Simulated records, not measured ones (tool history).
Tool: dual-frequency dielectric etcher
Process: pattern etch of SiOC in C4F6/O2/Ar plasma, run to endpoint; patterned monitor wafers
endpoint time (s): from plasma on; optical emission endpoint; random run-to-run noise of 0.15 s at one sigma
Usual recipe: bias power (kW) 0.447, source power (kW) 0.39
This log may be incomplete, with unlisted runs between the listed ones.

run   hour  bias power (kW)  source power (kW)  wafers since the last listed run  hours since the last wet clean  hours since the last bias power generator calibration  hours since the last source power generator calibration  hours since the last upper electrode change  incoming incoming film thickness, nm  endpoint time (s)
  1      0            0.447               0.39                                 0                           177.7                                                 2384.7                                                   1635.9                                       3193.8                                 47.32                 17
  2   46.6            0.447               0.39                               753                           224.3                                                 2431.3                                                   1682.5                                       3240.4                                 48.13               17.4
  3     61            0.447               0.33                               232                           238.7                                                 2445.7                                                   1696.9                                       3254.8                                 47.64               17.9
  4   91.6            0.447               0.33                               494                           269.3                                                 2476.3                                                   1727.5                                       3285.4                                 47.68                 18
  5  107.2            0.385               0.39                               252                           284.9                                                 2491.9                                                   1743.1                                         3301                                 47.71               17.9
  6  127.3            0.385               0.39                               324                             305                                                   2512                                                   1763.2                                       3321.1                                 47.69               17.8
  7  149.7            0.447               0.42                               362                           327.4                                                 2534.4                                                   1785.6                                       3343.5                                 47.62               16.5
  8  174.6            0.401               0.39                               402                           352.3                                                 2559.3                                                   1810.5                                       3368.4                                 47.33               17.4
  9  199.8            0.401               0.39                               407                           377.5                                                 2584.5                                                   1835.7                                       3393.6                                 47.14               17.6
     218.9  -- source power generator calibrated
     222.2  -- bias power generator calibrated
 10  235.4            0.447               0.39                               457                           413.1                                                   13.2                                                     16.5                                       3429.2                                 47.91               17.1
 11  263.6            0.447               0.39                               455                           441.3                                                   41.4                                                     44.7                                       3457.4                                 47.37               16.4
 12  282.4            0.447               0.39                               303                           460.1                                                   60.2                                                     63.5                                       3476.2                                 47.23               16.2
 13  296.1            0.502               0.31                               221                           473.8                                                   73.9                                                     77.2                                       3489.9                                 47.91               17.2
 14  327.4            0.479               0.33                               505                           505.1                                                  105.2                                                    108.5                                       3521.2                                 47.37               16.9
     374.6  -- wet clean of the chamber
 15  375.1            0.375               0.43                               383                             0.5                                                  152.9                                                    156.2                                       3568.9                                 47.64               17.7
 16  390.3            0.398               0.47                               245                            15.7                                                  168.1                                                    171.4                                       3584.1                                 47.36               16.5
 17  406.8            0.403               0.47                               266                            32.2                                                  184.6                                                    187.9                                       3600.6                                 47.64               16.9
 18  428.7            0.419               0.49                               353                            54.1                                                  206.5                                                    209.8                                       3622.5                                 47.39               16.2
 19  519.5            0.479               0.33                              1467                           144.9                                                  297.3                                                    300.6                                       3713.3                                 48.05               17.5
 20  552.7            0.515               0.45                               536                           178.1                                                  330.5                                                    333.8                                       3746.5                                 47.55               15.1
 21  585.7            0.527               0.47                               533                           211.1                                                  363.5                                                    366.8                                       3779.5                                 47.59               14.7
 22    621            0.537               0.29                               570                           246.4                                                  398.8                                                    402.1                                       3814.8                                 47.76               17.4
     650.8  -- upper electrode replaced
 23  651.3            0.447               0.29                               101                           276.7                                                  429.1                                                    432.4                                          0.5                                    48               18.3
 24  662.2            0.497               0.46                               176                           287.6                                                    440                                                    443.3                                         11.4                                 47.94               15.2
 25  683.2            0.447               0.39                               339                           308.6                                                    461                                                    464.3                                         32.4                                 47.38               16.5
 26  696.9            0.447               0.39                               221                           322.3                                                  474.7                                                      478                                         46.1                                 47.37               16.9
 27  709.3            0.513               0.31                               200                           334.7                                                  487.1                                                    490.4                                         58.5                                 47.89                 17
 28  742.3            0.394               0.33                               533                           367.7                                                  520.1                                                    523.4                                         91.5                                 47.69               18.5
 29  762.1            0.556                0.3                               320                           387.5                                                  539.9                                                    543.2                                        111.3                                 47.52               16.5
 30  797.2            0.548               0.39                               567                           422.6                                                    575                                                    578.3                                        146.4                                 47.74               15.3
 31    894             0.52               0.39                              1564                           519.4                                                  671.8                                                    675.1                                        243.2                                 47.52               15.4
 32  917.1            0.346               0.34                               373                           542.5                                                  694.9                                                    698.2                                        266.3                                 47.23                 19
 33  934.9            0.401               0.39                               287                           560.3                                                  712.7                                                      716                                        284.1                                 47.79               17.2
 34  960.8            0.447               0.39                               418                           586.2                                                  738.6                                                    741.9                                          310                                 47.92               16.5

Hidden condition of the tool, last listed run before each entry between runs versus first listed run after:
After run 9, before run 10: source power generator calibrated (hour 218.9); bias power generator calibrated (hour 222.2)
  etch rate over this chamber's usual, %: 3.07 -> 3.38
  measured minus no-state result, endpoint time (s): -0.6 -> -0.6
After run 14, before run 15: wet clean of the chamber (hour 374.6)
  etch rate over this chamber's usual, %: 4.16 -> 1.32
  measured minus no-state result, endpoint time (s): -0.7 -> -0.2
After run 22, before run 23: upper electrode replaced (hour 650.8)
  etch rate over this chamber's usual, %: 3.43 -> 3.69
  measured minus no-state result, endpoint time (s): -0.6 -> -0.6

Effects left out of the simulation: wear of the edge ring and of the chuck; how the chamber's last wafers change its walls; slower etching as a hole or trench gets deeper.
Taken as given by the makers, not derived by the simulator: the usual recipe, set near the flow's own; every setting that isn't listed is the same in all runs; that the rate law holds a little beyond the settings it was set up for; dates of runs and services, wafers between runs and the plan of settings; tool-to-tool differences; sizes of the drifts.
